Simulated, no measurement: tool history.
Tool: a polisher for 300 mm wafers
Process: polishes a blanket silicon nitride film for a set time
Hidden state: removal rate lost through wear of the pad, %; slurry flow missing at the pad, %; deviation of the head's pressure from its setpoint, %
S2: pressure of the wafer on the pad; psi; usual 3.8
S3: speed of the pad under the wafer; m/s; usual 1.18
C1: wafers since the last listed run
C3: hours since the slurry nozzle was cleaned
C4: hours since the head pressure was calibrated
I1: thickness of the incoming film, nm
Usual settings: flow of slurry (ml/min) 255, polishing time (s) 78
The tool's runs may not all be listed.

Run 1, hour 0: usual settings; C1 0; wafers polished on this pad 422; C3 474.7; C4 436.7; I1 485.2. Result: film removed (angstrom) 1370.
Run 2, hour 92.4: usual settings; C1 723; wafers polished on this pad 1145; C3 567.1; C4 529.1; I1 487.5. Result: film removed (angstrom) 1382.
At hour 99.1: slurry nozzle cleaned.
Run 3, hour 140.1: usual settings; C1 365; wafers polished on this pad 1510; C3 41; C4 576.8; I1 482.3. Result: film removed (angstrom) 1332.
Run 4, hour 421.2: usual settings; C1 2199; wafers polished on this pad 3710; C3 322.1; C4 857.9; I1 489.6. Result: film removed (angstrom) 1282.
At hour 425.2: head pressure recalibrated.
At hour 457.6: worn pad replaced by a new one.
Run 5, hour 524.7: usual settings but flow of slurry (ml/min) 185; C1 762; wafers polished on this pad 524; C3 425.6; C4 99.5; I1 487.1. Result: film removed (angstrom) 1329.
Run 6, hour 575.3: usual settings; C1 395; wafers polished on this pad 920; C3 476.2; C4 150.1; I1 482.7. Result: film removed (angstrom) 1349.
At hour 587.4: slurry nozzle cleaned.
Run 7, hour 659: usual settings; C1 647; wafers polished on this pad 1567; C3 71.6; C4 233.8; I1 484.6. Result: film removed (angstrom) 1347.
Run 8, hour 733.3: usual settings; C1 581; wafers polished on this pad 2149; C3 145.9; C4 308.1; I1 491.9. Result: film removed (angstrom) 1338.
Run 9, hour 784.3: usual settings; C1 399; wafers polished on this pad 2548; C3 196.9; C4 359.1; I1 488. Result: film removed (angstrom) 1307.
Run 10, hour 873.2: usual settings; C1 695; wafers polished on this pad 3243; C3 285.8; C4 448; I1 496.1. Result: film removed (angstrom) 1291.
At hour 891.6: worn pad replaced by a new one.
Run 11, hour 947.4: usual settings; C1 549; wafers polished on this pad 436; C3 360; C4 522.2; I1 489. Result: film removed (angstrom) 1385.
Run 12, hour 1044.2: usual settings; C1 757; wafers polished on this pad 1194; C3 456.8; C4 619; I1 486.9. Result: film removed (angstrom) 1351.
At hour 1101: slurry nozzle cleaned.
Run 13, hour 1145.8: usual settings but flow of slurry (ml/min) 230; C1 787; wafers polished on this pad 1981; C3 44.8; C4 720.6; I1 486.9. Result: film removed (angstrom) 1312.
Run 14, hour 1205: usual settings but flow of slurry (ml/min) 230; C1 463; wafers polished on this pad 2444; C3 104; C4 779.8; I1 488.6. Result: film removed (angstrom) 1334.
At hour 1240.3: head pressure recalibrated.
Run 15, hour 1294: usual settings but flow of slurry (ml/min) 230; C1 680; wafers polished on this pad 3125; C3 193; C4 53.7; I1 483. Result: film removed (angstrom) 1274.
At hour 1322.5: worn pad replaced by a new one.
Run 16, hour 1344: usual settings but flow of slurry (ml/min) 335, S2 4.9 psi, S3 1.04 m/s, polishing time (s) 99; C1 359; wafers polished on this pad 167; C3 243; C4 103.7; I1 484. Result: film removed (angstrom) 2197.
Run 17, hour 1393.4: usual settings but flow of slurry (ml/min) 320, S2 2.9 psi, S3 0.82 m/s, polishing time (s) 56; C1 386; wafers polished on this pad 554; C3 292.4; C4 153.1; I1 486.8. Result: film removed (angstrom) 651.
Run 18, hour 1480.9: usual settings but flow of slurry (ml/min) 320, S2 4.8 psi, S3 1.44 m/s, polishing time (s) 51; C1 684; wafers polished on this pad 1239; C3 379.9; C4 240.6; I1 488. Result: film removed (angstrom) 1265.
Run 19, hour 1583.5: usual settings but flow of slurry (ml/min) 185; C1 802; wafers polished on this pad 2041; C3 482.5; C4 343.2; I1 493.4. Result: film removed (angstrom) 1281.
Run 20, hour 1633.7: usual settings; C1 392; wafers polished on this pad 2434; C3 532.7; C4 393.4; I1 489.5. Result: film removed (angstrom) 1306.
Run 21, hour 1670.9: usual settings; C1 291; wafers polished on this pad 2725; C3 569.9; C4 430.6; I1 490.8. Result: film removed (angstrom) 1296.
At hour 1683.8: slurry nozzle cleaned.
Run 22, hour 1713.3: usual settings but flow of slurry (ml/min) 295, S3 1.58 m/s, polishing time (s) 90; C1 323; wafers polished on this pad 3049; C3 29.5; C4 473; I1 492.1. Result: film removed (angstrom) 1771.
At hour 1782.3: worn pad replaced by a new one.
Run 23, hour 1798.9: usual settings but flow of slurry (ml/min) 295, S2 4.3 psi; C1 638; wafers polished on this pad 130; C3 115.1; C4 558.6; I1 492.4. Result: film removed (angstrom) 1575.
Run 24, hour 1866.8: usual settings but S3 1.02 m/s, polishing time (s) 63; C1 531; wafers polished on this pad 661; C3 183; C4 626.5; I1 488.6. Result: film removed (angstrom) 1033.
Run 25, hour 1944.7: usual settings but flow of slurry (ml/min) 335; C1 609; wafers polished on this pad 1270; C3 260.9; C4 704.4; I1 496.9. Result: film removed (angstrom) 1398.
At hour 1986.8: head pressure recalibrated.
Run 26, hour 2001.8: usual settings but flow of slurry (ml/min) 285, S3 1.08 m/s, polishing time (s) 89; C1 431; wafers polished on this pad 1702; C3 318; C4 15; I1 486.2. Result: film removed (angstrom) 1473.
Run 27, hour 2064.7: usual settings but flow of slurry (ml/min) 170, S2 4.7 psi, polishing time (s) 86; C1 492; wafers polished on this pad 2194; C3 380.9; C4 77.9; I1 486.4. Result: film removed (angstrom) 1740.
Run 28, hour 2109.6: usual settings but flow of slurry (ml/min) 345, S2 3 psi, polishing time (s) 97; C1 351; wafers polished on this pad 2545; C3 425.8; C4 122.8; I1 481.4. Result: film removed (angstrom) 1343.
Run 29, hour 2168.7: usual settings but flow of slurry (ml/min) 320, S2 4.6 psi, polishing time (s) 98; C1 462; wafers polished on this pad 3007; C3 484.9; C4 181.9; I1 494. Result: film removed (angstrom) 1989.
Run 30, hour 2211.2: usual settings; C1 332; wafers polished on this pad 3340; C3 527.4; C4 224.4; I1 499.2. Result: film removed (angstrom) 1270.
At hour 2215.5: slurry nozzle cleaned.
At hour 2307.8: worn pad replaced by a new one.
Run 31, hour 2316.3: usual settings; C1 783; wafers polished on this pad 66; C3 100.8; C4 329.5; I1 493.7. Result: film removed (angstrom) 1376.

4 ways to go on from here, each from the tool as it stands after run 31. What would each give?
Run A, hour 2316.8: usual settings; C1 3; wafers polished on this pad 70; C3 101.3; C4 330; I1 496. Result: film removed (angstrom) ?.
Run B, hour 2316.8: usual settings but flow of slurry (ml/min) 215, S3 1.58 m/s, polishing time (s) 98; C1 3; wafers polished on this pad 70; C3 101.3; C4 330; I1 496. Result: film removed (angstrom) ?.
Run C, hour 2316.8: usual settings but flow of slurry (ml/min) 200, S2 5 psi, polishing time (s) 54; C1 3; wafers polished on this pad 70; C3 101.3; C4 330; I1 496. Result: film removed (angstrom) ?.
Run D, hour 2316.8: usual settings but polishing time (s) 94; C1 3; wafers polished on this pad 70; C3 101.3; C4 330; I1 496. Result: film removed (angstrom) ?.

run  film removed (angstrom)
  A                     1374
  B                     1968
  C                     1221
  D                     1656
Without the tool's hidden state the same runs would have given:
run  film removed (angstrom)
  A                     1401
  B                     2006
  C                     1244
  D                     1688
